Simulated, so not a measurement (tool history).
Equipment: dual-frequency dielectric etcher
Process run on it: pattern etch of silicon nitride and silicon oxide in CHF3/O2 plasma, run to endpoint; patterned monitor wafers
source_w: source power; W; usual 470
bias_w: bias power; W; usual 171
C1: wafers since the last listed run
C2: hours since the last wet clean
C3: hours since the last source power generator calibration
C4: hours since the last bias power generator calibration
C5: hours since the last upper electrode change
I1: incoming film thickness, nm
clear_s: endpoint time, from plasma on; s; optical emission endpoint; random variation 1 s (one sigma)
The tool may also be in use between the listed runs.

run 1 hour=0 | source_w=560 bias_w=171 | C1=0 C2=247.1 C3=1297.5 C4=1330.3 C5=3377.3 | I1=294.4 | clear_s=207.8
run 2 hour=48.8 | source_w=560 bias_w=171 | C1=327 C2=295.9 C3=1346.3 C4=1379.1 C5=3426.1 | I1=297.1 | clear_s=208.8
run 3 hour=90.2 | source_w=470 bias_w=171 | C1=278 C2=337.3 C3=1387.7 C4=1420.5 C5=3467.5 | I1=296.8 | clear_s=227.2
run 4 hour=176.4 | source_w=470 bias_w=171 | C1=579 C2=423.5 C3=1473.9 C4=1506.7 C5=3553.7 | I1=299.1 | clear_s=230.2
-- hour=277.8 wet clean of the chamber
run 5 hour=278.3 | source_w=470 bias_w=171 | C1=523 C2=0.5 C3=1575.8 C4=1608.6 C5=3655.6 | I1=294.2 | clear_s=214.2
run 6 hour=520 | source_w=440 bias_w=171 | C1=1624 C2=242.2 C3=1817.5 C4=1850.3 C5=3897.3 | I1=296.4 | clear_s=229.6
run 7 hour=566.8 | source_w=440 bias_w=171 | C1=314 C2=289 C3=1864.3 C4=1897.1 C5=3944.1 | I1=298.1 | clear_s=230
run 8 hour=671 | source_w=550 bias_w=171 | C1=700 C2=393.2 C3=1968.5 C4=2001.3 C5=4048.3 | I1=295.2 | clear_s=210.9
-- hour=769.8 wet clean of the chamber
run 9 hour=776.9 | source_w=550 bias_w=171 | C1=550 C2=7.1 C3=2074.4 C4=2107.2 C5=4154.2 | I1=295.8 | clear_s=202.4
run 10 hour=830.2 | source_w=470 bias_w=171 | C1=358 C2=60.4 C3=2127.7 C4=2160.5 C5=4207.5 | I1=295.4 | clear_s=217.9
-- hour=878.2 bias power generator calibrated
run 11 hour=917.5 | source_w=470 bias_w=171 | C1=559 C2=147.7 C3=2215 C4=39.3 C5=4294.8 | I1=294.9 | clear_s=219.8
run 12 hour=959.1 | source_w=470 bias_w=171 | C1=279 C2=189.3 C3=2256.6 C4=80.9 C5=4336.4 | I1=294.3 | clear_s=218.9
run 13 hour=1060.1 | source_w=470 bias_w=171 | C1=678 C2=290.3 C3=2357.6 C4=181.9 C5=4437.4 | I1=296.2 | clear_s=224.6
run 14 hour=1106.6 | source_w=470 bias_w=171 | C1=312 C2=336.8 C3=2404.1 C4=228.4 C5=4483.9 | I1=294.4 | clear_s=225
-- hour=1152.2 upper electrode replaced
-- hour=1175.4 wet clean of the chamber
run 15 hour=1175.9 | source_w=540 bias_w=171 | C1=148 C2=0.5 C3=2473.4 C4=297.7 C5=23.7 | I1=297.2 | clear_s=205.5
run 16 hour=1232.3 | source_w=560 bias_w=150 | C1=379 C2=56.9 C3=2529.8 C4=354.1 C5=80.1 | I1=295.6 | clear_s=208.3
run 17 hour=1318.1 | source_w=470 bias_w=138 | C1=576 C2=142.7 C3=2615.6 C4=439.9 C5=165.9 | I1=295.9 | clear_s=231.6
-- hour=1323.4 source power generator calibrated
run 18 hour=1374.1 | source_w=520 bias_w=150 | C1=349 C2=198.7 C3=50.7 C4=495.9 C5=221.9 | I1=294.3 | clear_s=217.4
run 19 hour=1480.2 | source_w=550 bias_w=204 | C1=713 C2=304.8 C3=156.8 C4=602 C5=328 | I1=292.6 | clear_s=199.7
run 20 hour=1536.5 | source_w=470 bias_w=183 | C1=378 C2=361.1 C3=213.1 C4=658.3 C5=384.3 | I1=296.2 | clear_s=222.5
-- hour=1646.7 wet clean of the chamber
run 21 hour=1647.2 | source_w=550 bias_w=156 | C1=582 C2=0.5 C3=323.8 C4=769 C5=495 | I1=292.9 | clear_s=206.1
run 22 hour=1874.5 | source_w=390 bias_w=130 | C1=1527 C2=227.8 C3=551.1 C4=996.3 C5=722.3 | I1=297.4 | clear_s=264
run 23 hour=1959 | source_w=470 bias_w=171 | C1=567 C2=312.3 C3=635.6 C4=1080.8 C5=806.8 | I1=295.5 | clear_s=228.9
run 24 hour=2060.7 | source_w=580 bias_w=156 | C1=683 C2=414 C3=737.3 C4=1182.5 C5=908.5 | I1=295.7 | clear_s=213.6
-- hour=2138.7 wet clean of the chamber
run 25 hour=2139.2 | source_w=590 bias_w=171 | C1=366 C2=0.5 C3=815.8 C4=1261 C5=987 | I1=295.7 | clear_s=197.4
run 26 hour=2188.7 | source_w=470 bias_w=171 | C1=332 C2=50 C3=865.3 C4=1310.5 C5=1036.5 | I1=292.1 | clear_s=217.4
run 27 hour=2229.6 | source_w=470 bias_w=171 | C1=274 C2=90.9 C3=906.2 C4=1351.4 C5=1077.4 | I1=296.5 | clear_s=220.2
run 28 hour=2289.9 | source_w=530 bias_w=153 | C1=405 C2=151.2 C3=966.5 C4=1411.7 C5=1137.7 | I1=295.6 | clear_s=217
run 29 hour=2333.3 | source_w=540 bias_w=213 | C1=291 C2=194.6 C3=1009.9 C4=1455.1 C5=1181.1 | I1=297.1 | clear_s=199.5
run 30 hour=2376.9 | source_w=470 bias_w=148 | C1=293 C2=238.2 C3=1053.5 C4=1498.7 C5=1224.7 | I1=299.3 | clear_s=234.5

Some steps in clear_s between neighbouring runs. How much of each would the tool show without its hidden state too (settings, what came in, random variation), and how much is left for the hidden state, with any gauge scatter that isn't in both results?
Hidden conditions of the tool in this case: etch rate over this chamber's usual, %; source power that arrives over what is set, %; bias power that arrives over what is set, %.
Run 4 -> 5: wet clean of the chamber. clear_s -16 s: hidden state -11.6, all else -4.4.
Run 8 -> 9: wet clean of the chamber. clear_s -8.5 s: hidden state -9.1, all else +0.6.
Run 21 -> 22: source_w 550 -> 390, bias_w 156 -> 130. clear_s +57.9 s: hidden state +7.1, all else +50.8.
Run 22 -> 23: source_w 390 -> 470, bias_w 130 -> 171. clear_s -35.1 s: hidden state +1, all else -36.1.
Run 24 -> 25: source_w 580 -> 590, bias_w 156 -> 171, wet clean of the chamber. clear_s -16.2 s: hidden state -10.6, all else -5.6.
Run 29 -> 30: source_w 540 -> 470, bias_w 213 -> 148. clear_s +35 s: hidden state +2.2, all else +32.8.
